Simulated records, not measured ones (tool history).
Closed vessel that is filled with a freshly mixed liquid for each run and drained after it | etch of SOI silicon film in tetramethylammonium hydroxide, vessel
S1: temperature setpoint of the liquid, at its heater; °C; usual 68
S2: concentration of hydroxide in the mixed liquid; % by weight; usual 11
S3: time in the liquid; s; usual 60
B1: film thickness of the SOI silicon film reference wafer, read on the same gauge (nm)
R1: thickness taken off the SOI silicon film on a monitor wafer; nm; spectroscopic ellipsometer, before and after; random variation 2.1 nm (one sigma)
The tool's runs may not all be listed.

run	hour	S1	S2	S3	B1	R1
1	0	68	11	60	49.95	355.01
2	35.4	68	11	60	49.97	352.09
3	83.8	68	11	60	49.95	352.69
# hour 117.5: thermometer replaced
4	141.8	68	10	65	49.99	394.99
5	194.3	68	10	65	50.03	400.8
6	244	68	10	65	50.03	395.65
7	279.6	68	11	60	50.02	350.19
8	319.9	68	11	60	50.05	350.85
9	368.8	68	11	60	50.03	349.39
10	415.4	68	11	60	49.99	347.26
11	442.3	68	11	60	49.99	350.78
12	478.3	73	11	60	50.01	469.45
13	517.5	73	11	60	49.94	472.54
# hour 536.7: gauge calibrated
14	581	68	11	60	49.94	347.23
15	652.5	65.5	13.5	50	49.99	226.78
16	716.6	75	11	60	49.99	520.8
# hour 761.4: hydroxide flow meter replaced
17	783.5	68	11	60	49.98	360.54
18	833.4	68	13.5	80	50.01	442.71
19	873.7	68	11	60	49.98	358.55
20	898.3	72	8	60	49.99	514.86
21	937.7	72	10	60	50.01	474.94
22	976.5	68	11	45	50.01	270.5
23	1006.1	68	12.5	60	49.99	340.29
24	1077.6	65.5	11	60	49.99	309.22
25	1124.1	60	11	60	50	219.81
# hour 1138.6: thermometer replaced
26	1168	75	11	75	50	676.58
27	1238.5	70.5	9	85	49.97	633.93
28	1268.4	68	9	60	50.01	387.47
29	1297.5	68	11	75	50.03	443.25
30	1365.7	68	11	60	49.97	363.65
31	1392	76	12	95	50.02	875.04
32	1456.4	75	11	95	50.02	852.65
33	1523.6	68	8	80	49.98	535.13
34	1575.3	68	11	60	49.99	356.97

Forecast each of these 4 alternatives for the next run:
A	1576	74.5	11	60	?	?
B	1576	65.5	9.5	30	?	?
C	1576	62	11	95	?	?
D	1576	68	13.5	60	?	?

run	B1	R1
A	49.99	520.31
B	49.99	161.59
C	49.99	392.43
D	49.99	324.39
Without the tool's hidden state the same runs would have given:
run	R1
A	533.02
B	165.67
C	402.01
D	335.06
